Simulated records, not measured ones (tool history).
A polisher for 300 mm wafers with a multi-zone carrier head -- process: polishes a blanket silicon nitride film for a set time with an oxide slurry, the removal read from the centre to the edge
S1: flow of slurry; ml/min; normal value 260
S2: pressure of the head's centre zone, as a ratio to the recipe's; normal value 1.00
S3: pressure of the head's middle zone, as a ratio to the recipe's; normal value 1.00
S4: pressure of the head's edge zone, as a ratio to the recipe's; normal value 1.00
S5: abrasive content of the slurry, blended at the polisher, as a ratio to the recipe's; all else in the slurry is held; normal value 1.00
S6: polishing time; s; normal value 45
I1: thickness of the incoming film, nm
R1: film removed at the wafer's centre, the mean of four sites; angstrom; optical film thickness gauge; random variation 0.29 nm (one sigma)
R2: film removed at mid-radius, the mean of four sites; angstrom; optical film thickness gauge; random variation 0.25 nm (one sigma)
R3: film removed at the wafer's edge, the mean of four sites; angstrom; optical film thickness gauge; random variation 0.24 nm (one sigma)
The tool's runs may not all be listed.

{"run": 1, "hour": 0.0, "S1": 260, "S2": 1.0, "S3": 1.0, "S4": 1.05, "S5": 1.0, "S6": 45, "I1": 520.8, "R1": 238, "R2": 246, "R3": 249}
{"run": 2, "hour": 35.6, "S1": 260, "S2": 1.0, "S3": 1.0, "S4": 1.0, "S5": 1.0, "S6": 56, "I1": 518.4, "R1": 302, "R2": 298, "R3": 301}
{"run": 3, "hour": 107.0, "S1": 260, "S2": 1.0, "S3": 1.0, "S4": 1.0, "S5": 1.0, "S6": 56, "I1": 521.2, "R1": 298, "R2": 298, "R3": 294}
{"hour": 120.9, "done": "carrier head's membrane replaced by a new one"}
{"run": 4, "hour": 162.3, "S1": 260, "S2": 1.0, "S3": 1.0, "S4": 1.0, "S5": 1.0, "S6": 56, "I1": 526.8, "R1": 294, "R2": 297, "R3": 295}
{"run": 5, "hour": 209.6, "S1": 300, "S2": 1.0, "S3": 1.0, "S4": 1.0, "S5": 1.0, "S6": 45, "I1": 514.0, "R1": 240, "R2": 233, "R3": 239}
{"hour": 260.5, "done": "worn pad replaced by a new one"}
{"hour": 293.2, "done": "edge zone pressure recalibrated"}
{"run": 6, "hour": 298.5, "S1": 215, "S2": 1.0, "S3": 1.0, "S4": 1.0, "S5": 1.0, "S6": 33, "I1": 525.8, "R1": 173, "R2": 176, "R3": 176}
{"run": 7, "hour": 341.6, "S1": 215, "S2": 1.0, "S3": 1.0, "S4": 1.0, "S5": 1.0, "S6": 33, "I1": 524.2, "R1": 170, "R2": 177, "R3": 172}
{"hour": 428.1, "done": "slurry nozzle cleaned"}
{"hour": 519.7, "done": "worn pad replaced by a new one"}
{"run": 8, "hour": 557.1, "S1": 215, "S2": 1.0, "S3": 1.0, "S4": 1.0, "S5": 1.0, "S6": 33, "I1": 521.5, "R1": 175, "R2": 176, "R3": 175}
{"hour": 569.8, "done": "centre zone pressure recalibrated"}
{"run": 9, "hour": 619.0, "S1": 260, "S2": 1.0, "S3": 1.0, "S4": 1.0, "S5": 1.0, "S6": 45, "I1": 518.5, "R1": 239, "R2": 236, "R3": 241}
{"run": 10, "hour": 687.7, "S1": 185, "S2": 1.0, "S3": 1.0, "S4": 0.92, "S5": 1.0, "S6": 45, "I1": 530.1, "R1": 223, "R2": 233, "R3": 222}
{"hour": 693.1, "done": "carrier head's membrane replaced by a new one"}
{"hour": 725.4, "done": "edge zone pressure recalibrated"}
{"run": 11, "hour": 754.3, "S1": 260, "S2": 1.0, "S3": 1.0, "S4": 1.0, "S5": 1.0, "S6": 56, "I1": 512.7, "R1": 289, "R2": 293, "R3": 291}
{"run": 12, "hour": 800.8, "S1": 260, "S2": 1.0, "S3": 1.0, "S4": 1.0, "S5": 1.1, "S6": 45, "I1": 513.1, "R1": 244, "R2": 244, "R3": 245}
{"run": 13, "hour": 825.2, "S1": 260, "S2": 1.0, "S3": 1.0, "S4": 1.0, "S5": 1.0, "S6": 45, "I1": 529.7, "R1": 230, "R2": 234, "R3": 232}
{"hour": 836.1, "done": "worn pad replaced by a new one"}
{"hour": 864.3, "done": "slurry nozzle cleaned"}
{"run": 14, "hour": 865.1, "S1": 260, "S2": 1.0, "S3": 1.0, "S4": 1.0, "S5": 1.0, "S6": 56, "I1": 527.1, "R1": 300, "R2": 308, "R3": 306}
{"run": 15, "hour": 926.7, "S1": 260, "S2": 1.0, "S3": 0.9, "S4": 1.04, "S5": 1.25, "S6": 57, "I1": 525.4, "R1": 337, "R2": 317, "R3": 346}
{"run": 16, "hour": 973.3, "S1": 335, "S2": 1.05, "S3": 1.0, "S4": 1.0, "S5": 0.85, "S6": 39, "I1": 517.7, "R1": 205, "R2": 192, "R3": 191}
{"run": 17, "hour": 999.4, "S1": 195, "S2": 1.0, "S3": 1.0, "S4": 1.05, "S5": 1.0, "S6": 45, "I1": 526.6, "R1": 226, "R2": 232, "R3": 236}
{"run": 18, "hour": 1026.0, "S1": 260, "S2": 1.0, "S3": 1.0, "S4": 1.0, "S5": 1.0, "S6": 45, "I1": 516.0, "R1": 236, "R2": 242, "R3": 239}
{"run": 19, "hour": 1079.7, "S1": 260, "S2": 1.0, "S3": 1.0, "S4": 1.08, "S5": 1.15, "S6": 45, "I1": 512.4, "R1": 252, "R2": 257, "R3": 261}
{"run": 20, "hour": 1107.4, "S1": 345, "S2": 1.0, "S3": 1.0, "S4": 1.0, "S5": 1.0, "S6": 45, "I1": 528.6, "R1": 240, "R2": 238, "R3": 242}
{"hour": 1160.2, "done": "worn pad replaced by a new one"}
{"run": 21, "hour": 1166.1, "S1": 260, "S2": 1.0, "S3": 1.0, "S4": 1.0, "S5": 1.0, "S6": 50, "I1": 510.9, "R1": 275, "R2": 271, "R3": 276}
{"hour": 1173.3, "done": "edge zone pressure recalibrated"}
{"run": 22, "hour": 1196.0, "S1": 260, "S2": 1.0, "S3": 0.94, "S4": 1.0, "S5": 1.0, "S6": 45, "I1": 516.6, "R1": 246, "R2": 233, "R3": 243}

The tool's hidden state at each run:
slurry flow missing at the pad, %: 0 across all the runs
deviation of the centre zone's pressure from its setpoint, %: 0 across all the runs
deviation of the edge zone's pressure from its setpoint, %: 0 across all the runs
H1: removal rate lost through wear of the pad, %
run=1 H1=0.852
run=2 H1=1.47
run=3 H1=2.7
run=4 H1=3.66
run=5 H1=4.48
run=6 H1=1.28
run=7 H1=2.03
run=8 H1=1.16
run=9 H1=2.23
run=10 H1=3.42
run=11 H1=4.57
run=12 H1=5.38
run=13 H1=5.8
run=14 H1=0.532
run=15 H1=1.6
run=16 H1=2.4
run=17 H1=2.86
run=18 H1=3.32
run=19 H1=4.25
run=20 H1=4.73
run=21 H1=0.466
run=22 H1=0.984
